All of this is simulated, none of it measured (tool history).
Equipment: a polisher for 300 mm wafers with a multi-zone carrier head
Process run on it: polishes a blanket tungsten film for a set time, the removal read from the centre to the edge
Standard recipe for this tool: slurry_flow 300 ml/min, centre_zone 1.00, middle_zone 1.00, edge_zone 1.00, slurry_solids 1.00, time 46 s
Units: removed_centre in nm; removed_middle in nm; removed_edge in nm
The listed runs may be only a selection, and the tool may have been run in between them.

| run | hour | slurry_flow | centre_zone | middle_zone | edge_zone | slurry_solids | time | incoming thickness of the incoming film, nm | removed_centre | removed_middle | removed_edge |
|---|---|---|---|---|---|---|---|---|---|---|---|
| 1 | 0.0 | 300 | 1.00 | 1.00 | 1.00 | 1.00 | 46 | 1446.0 | 114.6 | 121.3 | 124.2 |
|  | 23.4 | worn pad replaced by a new one |
|  | 58.4 | centre zone pressure recalibrated |
| 2 | 83.7 | 300 | 1.00 | 1.00 | 1.00 | 1.00 | 46 | 1410.1 | 126.8 | 123.7 | 123.0 |
| 3 | 176.5 | 300 | 1.00 | 1.00 | 1.00 | 1.00 | 46 | 1423.1 | 120.5 | 121.1 | 124.4 |
| 4 | 217.2 | 300 | 1.00 | 1.00 | 0.93 | 1.00 | 46 | 1452.7 | 123.3 | 122.4 | 119.6 |
|  | 293.6 | worn pad replaced by a new one |
| 5 | 305.9 | 300 | 1.00 | 1.00 | 0.93 | 1.00 | 46 | 1443.5 | 121.8 | 125.1 | 120.0 |
|  | 335.5 | slurry nozzle cleaned |
| 6 | 407.8 | 300 | 1.00 | 1.00 | 1.00 | 1.00 | 46 | 1439.6 | 114.5 | 124.3 | 122.5 |
| 7 | 487.1 | 300 | 1.00 | 1.00 | 1.00 | 1.00 | 46 | 1429.4 | 117.4 | 124.6 | 123.4 |
|  | 573.0 | centre zone pressure recalibrated |
|  | 597.1 | worn pad replaced by a new one |
| 8 | 597.6 | 300 | 1.00 | 0.91 | 1.00 | 1.00 | 46 | 1420.3 | 120.8 | 112.2 | 123.0 |
| 9 | 658.9 | 265 | 1.00 | 1.00 | 1.00 | 1.00 | 46 | 1419.2 | 120.9 | 119.8 | 124.5 |
|  | 715.8 | slurry nozzle cleaned |
| 10 | 748.7 | 265 | 1.00 | 1.00 | 1.00 | 1.00 | 46 | 1468.4 | 116.5 | 119.6 | 121.6 |
|  | 759.4 | edge zone pressure recalibrated |
| 11 | 843.3 | 300 | 1.00 | 1.05 | 1.00 | 1.00 | 46 | 1418.1 | 121.3 | 126.1 | 124.5 |
|  | 903.0 | carrier head's membrane replaced by a new one |
| 12 | 903.5 | 265 | 1.00 | 1.00 | 1.00 | 1.00 | 46 | 1425.8 | 113.4 | 120.3 | 124.3 |
|  | 945.2 | worn pad replaced by a new one |
| 13 | 947.2 | 380 | 1.06 | 1.00 | 1.04 | 1.20 | 46 | 1436.4 | 128.3 | 130.8 | 133.3 |
|  | 1064.9 | centre zone pressure recalibrated |
|  | 1105.3 | slurry nozzle cleaned |
| 14 | 1168.8 | 300 | 1.07 | 1.00 | 1.00 | 1.00 | 41 | 1441.4 | 117.2 | 109.4 | 109.9 |
| 15 | 1228.1 | 300 | 1.00 | 1.00 | 1.00 | 1.00 | 46 | 1431.1 | 121.7 | 122.4 | 123.7 |
| 16 | 1268.9 | 300 | 1.00 | 1.00 | 1.00 | 0.80 | 46 | 1418.5 | 117.6 | 117.3 | 118.4 |
|  | 1279.1 | worn pad replaced by a new one |
| 17 | 1325.5 | 300 | 1.00 | 0.92 | 1.00 | 0.90 | 46 | 1448.8 | 119.9 | 111.8 | 122.1 |
| 18 | 1432.1 | 300 | 1.00 | 1.00 | 1.09 | 0.75 | 57 | 1457.8 | 137.4 | 143.3 | 150.7 |
|  | 1508.1 | slurry nozzle cleaned |
| 19 | 1519.5 | 200 | 1.00 | 1.00 | 1.09 | 0.85 | 46 | 1421.5 | 106.5 | 114.3 | 122.0 |
|  | 1557.3 | centre zone pressure recalibrated |
| 20 | 1558.2 | 230 | 1.06 | 1.08 | 1.05 | 1.00 | 46 | 1444.2 | 124.5 | 127.7 | 121.8 |

Same runs, no hidden state in the tool, same run-to-run variation:
Hidden conditions of the tool in this case: removal rate lost through wear of the pad, %; slurry flow missing at the pad, %; deviation of the centre zone's pressure from its setpoint, %; deviation of the edge zone's pressure from its setpoint, %.
| run | removed_centre |
|---|---|
| 1 | 124.0 |
| 2 | 126.7 |
| 3 | 121.1 |
| 4 | 124.4 |
| 5 | 124.8 |
| 6 | 120.3 |
| 7 | 126.7 |
| 8 | 122.3 |
| 9 | 122.8 |
| 10 | 119.5 |
| 11 | 126.7 |
| 12 | 120.2 |
| 13 | 137.8 |
| 14 | 116.7 |
| 15 | 122.0 |
| 16 | 118.7 |
| 17 | 122.3 |
| 18 | 144.2 |
| 19 | 115.3 |
| 20 | 124.8 |
removed_middle: differs from the measured result by no more than 0.1 nm in any run.
removed_edge: as measured in every run.

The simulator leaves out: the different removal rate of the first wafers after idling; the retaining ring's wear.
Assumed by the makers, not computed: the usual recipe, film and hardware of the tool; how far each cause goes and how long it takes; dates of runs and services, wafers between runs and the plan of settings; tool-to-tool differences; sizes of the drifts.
